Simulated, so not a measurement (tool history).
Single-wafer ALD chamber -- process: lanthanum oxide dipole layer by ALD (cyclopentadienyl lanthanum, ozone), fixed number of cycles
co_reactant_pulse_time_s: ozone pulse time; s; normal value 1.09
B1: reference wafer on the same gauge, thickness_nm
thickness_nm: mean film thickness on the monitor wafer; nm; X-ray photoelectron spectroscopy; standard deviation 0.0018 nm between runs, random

run 1 hour=0.0 | co_reactant_pulse_time_s=1.29 | B1=0.491 | thickness_nm=0.522
run 2 hour=78.7 | co_reactant_pulse_time_s=1.29 | B1=0.491 | thickness_nm=0.519
run 3 hour=150.2 | co_reactant_pulse_time_s=1.09 | B1=0.491 | thickness_nm=0.492
run 4 hour=227.8 | co_reactant_pulse_time_s=1.09 | B1=0.491 | thickness_nm=0.493
run 5 hour=333.6 | co_reactant_pulse_time_s=1.09 | B1=0.491 | thickness_nm=0.489
run 6 hour=432.4 | co_reactant_pulse_time_s=1.09 | B1=0.491 | thickness_nm=0.489
run 7 hour=499.9 | co_reactant_pulse_time_s=1.09 | B1=0.491 | thickness_nm=0.489
run 8 hour=554.9 | co_reactant_pulse_time_s=1.09 | B1=0.491 | thickness_nm=0.490
-- hour=659.8 ozone generator serviced
run 9 hour=660.3 | co_reactant_pulse_time_s=1.09 | B1=0.490 | thickness_nm=0.508
run 10 hour=732.0 | co_reactant_pulse_time_s=1.09 | B1=0.491 | thickness_nm=0.504
-- hour=904.1 gauge calibrated
-- hour=936.6 thermocouple changed; heater temperature recalibrated
run 11 hour=985.5 | co_reactant_pulse_time_s=1.09 | B1=0.491 | thickness_nm=0.493
run 12 hour=1050.3 | co_reactant_pulse_time_s=1.09 | B1=0.491 | thickness_nm=0.497
run 13 hour=1116.1 | co_reactant_pulse_time_s=1.09 | B1=0.491 | thickness_nm=0.494
run 14 hour=1163.5 | co_reactant_pulse_time_s=1.00 | B1=0.492 | thickness_nm=0.478
run 15 hour=1214.8 | co_reactant_pulse_time_s=1.00 | B1=0.491 | thickness_nm=0.479
run 16 hour=1255.9 | co_reactant_pulse_time_s=1.09 | B1=0.491 | thickness_nm=0.490
run 17 hour=1317.8 | co_reactant_pulse_time_s=0.82 | B1=0.491 | thickness_nm=0.436
-- hour=1488.9 ozone generator serviced
run 18 hour=1520.6 | co_reactant_pulse_time_s=0.74 | B1=0.491 | thickness_nm=0.438
run 19 hour=1588.7 | co_reactant_pulse_time_s=1.09 | B1=0.490 | thickness_nm=0.508
run 20 hour=1654.6 | co_reactant_pulse_time_s=1.29 | B1=0.491 | thickness_nm=0.522
run 21 hour=1748.9 | co_reactant_pulse_time_s=1.09 | B1=0.491 | thickness_nm=0.497
-- hour=1765.4 showerhead replaced, of another model than before
run 22 hour=1790.5 | co_reactant_pulse_time_s=0.80 | B1=0.491 | thickness_nm=0.479
run 23 hour=1872.1 | co_reactant_pulse_time_s=1.33 | B1=0.491 | thickness_nm=0.519
run 24 hour=1953.3 | co_reactant_pulse_time_s=1.53 | B1=0.491 | thickness_nm=0.532
run 25 hour=1994.1 | co_reactant_pulse_time_s=0.79 | B1=0.491 | thickness_nm=0.477
run 26 hour=2031.3 | co_reactant_pulse_time_s=1.21 | B1=0.491 | thickness_nm=0.510
run 27 hour=2112.8 | co_reactant_pulse_time_s=0.88 | B1=0.491 | thickness_nm=0.481
run 28 hour=2182.2 | co_reactant_pulse_time_s=1.20 | B1=0.491 | thickness_nm=0.507
-- hour=2284.9 thermocouple changed; heater temperature recalibrated
run 29 hour=2285.4 | co_reactant_pulse_time_s=0.91 | B1=0.491 | thickness_nm=0.487
-- hour=2339.1 ozone generator serviced
run 30 hour=2339.6 | co_reactant_pulse_time_s=1.09 | B1=0.491 | thickness_nm=0.508
-- hour=2385.6 gauge calibrated
run 31 hour=2441.0 | co_reactant_pulse_time_s=1.09 | B1=0.491 | thickness_nm=0.506
run 32 hour=2511.5 | co_reactant_pulse_time_s=0.94 | B1=0.490 | thickness_nm=0.495
run 33 hour=2606.7 | co_reactant_pulse_time_s=1.09 | B1=0.491 | thickness_nm=0.504

Run-by-run hidden state of the tool:
wafer temperature above the value expected at the setpoint (K): 0 at every run
gauge reads high (%): 0 at every run
H1: ozone dose above that of a generator just serviced (%)
run=1 H1=-7.45
run=2 H1=-8.67
run=3 H1=-9.54
run=4 H1=-10.3
run=5 H1=-11.1
run=6 H1=-11.6
run=7 H1=-11.9
run=8 H1=-12
run=9 H1=-1.16
run=10 H1=-3.41
run=11 H1=-8.31
run=12 H1=-9.05
run=13 H1=-9.67
run=14 H1=-10
run=15 H1=-10.4
run=16 H1=-10.6
run=17 H1=-10.9
run=18 H1=-1.62
run=19 H1=-3.57
run=20 H1=-5.1
run=21 H1=-6.81
run=22 H1=-7.41
run=23 H1=-8.4
run=24 H1=-9.16
run=25 H1=-9.47
run=26 H1=-9.73
run=27 H1=-10.2
run=28 H1=-10.5
run=29 H1=-10.9
run=30 H1=-0.262
run=31 H1=-3.3
run=32 H1=-4.92
run=33 H1=-6.6
